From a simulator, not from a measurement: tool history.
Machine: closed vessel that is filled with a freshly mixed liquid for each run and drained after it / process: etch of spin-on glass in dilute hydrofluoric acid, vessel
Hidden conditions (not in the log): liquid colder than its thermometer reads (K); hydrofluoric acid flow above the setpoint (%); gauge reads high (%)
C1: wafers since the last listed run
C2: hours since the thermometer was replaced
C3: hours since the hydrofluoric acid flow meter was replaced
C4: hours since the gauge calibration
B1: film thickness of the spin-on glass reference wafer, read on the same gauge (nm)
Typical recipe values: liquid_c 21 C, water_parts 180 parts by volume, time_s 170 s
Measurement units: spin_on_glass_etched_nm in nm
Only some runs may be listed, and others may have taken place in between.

{"run": 1, "day": 0.0, "liquid_c": 22.5, "water_parts": 180, "time_s": 215, "C1": 0, "C2": 676.8, "C3": 586.1, "C4": 140.8, "B1": 110.01, "spin_on_glass_etched_nm": 37.35}
{"run": 2, "day": 1.329, "liquid_c": 22.5, "water_parts": 180, "time_s": 215, "C1": 4113, "C2": 708.7, "C3": 618, "C4": 172.7, "B1": 110, "spin_on_glass_etched_nm": 36.45}
{"run": 3, "day": 2.367, "liquid_c": 21, "water_parts": 180, "time_s": 170, "C1": 3211, "C2": 733.6, "C3": 642.9, "C4": 197.6, "B1": 109.99, "spin_on_glass_etched_nm": 27.36}
{"run": 4, "day": 3.083, "liquid_c": 21, "water_parts": 180, "time_s": 130, "C1": 2218, "C2": 750.8, "C3": 660.1, "C4": 214.8, "B1": 109.98, "spin_on_glass_etched_nm": 20.78}
{"run": 5, "day": 4.454, "liquid_c": 21, "water_parts": 180, "time_s": 130, "C1": 4242, "C2": 783.7, "C3": 693, "C4": 247.7, "B1": 109.96, "spin_on_glass_etched_nm": 21.04}
{"run": 6, "day": 5.733, "liquid_c": 24, "water_parts": 180, "time_s": 170, "C1": 3959, "C2": 814.4, "C3": 723.7, "C4": 278.4, "B1": 109.97, "spin_on_glass_etched_nm": 30.83}
{"run": 7, "day": 7.05, "liquid_c": 21, "water_parts": 215, "time_s": 170, "C1": 4075, "C2": 846, "C3": 755.3, "C4": 310, "B1": 110.01, "spin_on_glass_etched_nm": 22.2}
{"run": 8, "day": 8.054, "liquid_c": 21, "water_parts": 215, "time_s": 170, "C1": 3107, "C2": 870.1, "C3": 779.4, "C4": 334.1, "B1": 110, "spin_on_glass_etched_nm": 22.11}
{"run": 9, "day": 9.05, "liquid_c": 21, "water_parts": 215, "time_s": 170, "C1": 3082, "C2": 894, "C3": 803.3, "C4": 358, "B1": 110.01, "spin_on_glass_etched_nm": 22.04}
{"day": 9.667, "done": "thermometer replaced"}
{"run": 10, "day": 10.404, "liquid_c": 21, "water_parts": 180, "time_s": 170, "C1": 4062, "C2": 17.7, "C3": 835.8, "C4": 390.5, "B1": 110.02, "spin_on_glass_etched_nm": 27.42}
{"run": 11, "day": 11.858, "liquid_c": 21, "water_parts": 180, "time_s": 170, "C1": 4500, "C2": 52.6, "C3": 870.7, "C4": 425.4, "B1": 110.01, "spin_on_glass_etched_nm": 27.35}
{"run": 12, "day": 13.317, "liquid_c": 21, "water_parts": 180, "time_s": 170, "C1": 4513, "C2": 87.6, "C3": 905.7, "C4": 460.4, "B1": 110.02, "spin_on_glass_etched_nm": 27.29}
{"run": 13, "day": 14.2, "liquid_c": 21, "water_parts": 115, "time_s": 170, "C1": 2733, "C2": 108.8, "C3": 926.9, "C4": 481.6, "B1": 109.98, "spin_on_glass_etched_nm": 46.04}
{"day": 15.171, "done": "hydrofluoric acid flow meter replaced"}
{"run": 14, "day": 15.5, "liquid_c": 18.5, "water_parts": 180, "time_s": 170, "C1": 3894, "C2": 140, "C3": 7.9, "C4": 512.8, "B1": 109.98, "spin_on_glass_etched_nm": 24.58}
{"run": 15, "day": 16.029, "liquid_c": 20, "water_parts": 180, "time_s": 170, "C1": 1637, "C2": 152.7, "C3": 20.6, "C4": 525.5, "B1": 110.01, "spin_on_glass_etched_nm": 26.75}
{"run": 16, "day": 17.188, "liquid_c": 20, "water_parts": 180, "time_s": 170, "C1": 3585, "C2": 180.5, "C3": 48.4, "C4": 553.3, "B1": 110.01, "spin_on_glass_etched_nm": 26.34}
{"run": 17, "day": 18.154, "liquid_c": 24.5, "water_parts": 145, "time_s": 145, "C1": 2991, "C2": 203.7, "C3": 71.6, "C4": 576.5, "B1": 110.01, "spin_on_glass_etched_nm": 34.65}
{"day": 18.162, "done": "gauge calibrated"}
{"run": 18, "day": 19.308, "liquid_c": 17, "water_parts": 180, "time_s": 145, "C1": 3572, "C2": 231.4, "C3": 99.3, "C4": 27.5, "B1": 110.01, "spin_on_glass_etched_nm": 20.05}
{"run": 19, "day": 20.092, "liquid_c": 17.5, "water_parts": 180, "time_s": 110, "C1": 2424, "C2": 250.2, "C3": 118.1, "C4": 46.3, "B1": 110, "spin_on_glass_etched_nm": 15.5}
{"run": 20, "day": 21.412, "liquid_c": 25, "water_parts": 90, "time_s": 270, "C1": 4087, "C2": 281.9, "C3": 149.8, "C4": 78, "B1": 110.01, "spin_on_glass_etched_nm": 114.2}
{"run": 21, "day": 22.85, "liquid_c": 19, "water_parts": 180, "time_s": 140, "C1": 4449, "C2": 316.4, "C3": 184.3, "C4": 112.5, "B1": 109.99, "spin_on_glass_etched_nm": 21.01}
{"run": 22, "day": 26.85, "liquid_c": 17.5, "water_parts": 205, "time_s": 230, "C1": 12379, "C2": 412.4, "C3": 280.3, "C4": 208.5, "B1": 110.01, "spin_on_glass_etched_nm": 28.08}
{"run": 23, "day": 27.558, "liquid_c": 23.5, "water_parts": 245, "time_s": 170, "C1": 2192, "C2": 429.4, "C3": 297.3, "C4": 225.5, "B1": 109.98, "spin_on_glass_etched_nm": 21.02}
{"run": 24, "day": 28.55, "liquid_c": 25, "water_parts": 230, "time_s": 135, "C1": 3069, "C2": 453.2, "C3": 321.1, "C4": 249.3, "B1": 109.99, "spin_on_glass_etched_nm": 18.8}
{"run": 25, "day": 29.483, "liquid_c": 21, "water_parts": 180, "time_s": 170, "C1": 2888, "C2": 475.6, "C3": 343.5, "C4": 271.7, "B1": 110.02, "spin_on_glass_etched_nm": 27.71}
{"run": 26, "day": 30.288, "liquid_c": 17, "water_parts": 180, "time_s": 135, "C1": 2488, "C2": 494.9, "C3": 362.8, "C4": 291, "B1": 109.98, "spin_on_glass_etched_nm": 18.29}
{"run": 27, "day": 30.842, "liquid_c": 17, "water_parts": 180, "time_s": 265, "C1": 1715, "C2": 508.2, "C3": 376.1, "C4": 304.3, "B1": 110, "spin_on_glass_etched_nm": 36.82}
{"run": 28, "day": 32.288, "liquid_c": 21, "water_parts": 180, "time_s": 170, "C1": 4474, "C2": 542.9, "C3": 410.8, "C4": 339, "B1": 110, "spin_on_glass_etched_nm": 27.4}
{"run": 29, "day": 33.017, "liquid_c": 17, "water_parts": 145, "time_s": 235, "C1": 2256, "C2": 560.4, "C3": 428.3, "C4": 356.5, "B1": 110, "spin_on_glass_etched_nm": 41.86}
{"run": 30, "day": 33.633, "liquid_c": 24.5, "water_parts": 225, "time_s": 170, "C1": 1908, "C2": 575.2, "C3": 443.1, "C4": 371.3, "B1": 110, "spin_on_glass_etched_nm": 23.82}
{"run": 31, "day": 34.217, "liquid_c": 21, "water_parts": 180, "time_s": 170, "C1": 1805, "C2": 589.2, "C3": 457.1, "C4": 385.3, "B1": 109.98, "spin_on_glass_etched_nm": 27.84}
{"run": 32, "day": 35.55, "liquid_c": 18, "water_parts": 145, "time_s": 235, "C1": 4126, "C2": 621.2, "C3": 489.1, "C4": 417.3, "B1": 109.99, "spin_on_glass_etched_nm": 43.1}
{"run": 33, "day": 36.242, "liquid_c": 21, "water_parts": 180, "time_s": 260, "C1": 2140, "C2": 637.8, "C3": 505.7, "C4": 433.9, "B1": 110, "spin_on_glass_etched_nm": 41.91}
{"run": 34, "day": 37.475, "liquid_c": 21, "water_parts": 225, "time_s": 170, "C1": 3817, "C2": 667.4, "C3": 535.3, "C4": 463.5, "B1": 110, "spin_on_glass_etched_nm": 21.01}
{"run": 35, "day": 38.408, "liquid_c": 21, "water_parts": 180, "time_s": 170, "C1": 2888, "C2": 689.8, "C3": 557.7, "C4": 485.9, "B1": 110.02, "spin_on_glass_etched_nm": 27.43}

Across each entry between runs, compare the hidden state at the last listed run before it with the hidden state at the first listed run after it:
From run 9 to run 10: thermometer replaced (day 9.667)
  nothing in the hidden state changes from one run to the other
From run 13 to run 14: hydrofluoric acid flow meter replaced (day 15.171)
  nothing in the hidden state changes from one run to the other
From run 17 to run 18: gauge calibrated (day 18.162)
  nothing in the hidden state changes from one run to the other

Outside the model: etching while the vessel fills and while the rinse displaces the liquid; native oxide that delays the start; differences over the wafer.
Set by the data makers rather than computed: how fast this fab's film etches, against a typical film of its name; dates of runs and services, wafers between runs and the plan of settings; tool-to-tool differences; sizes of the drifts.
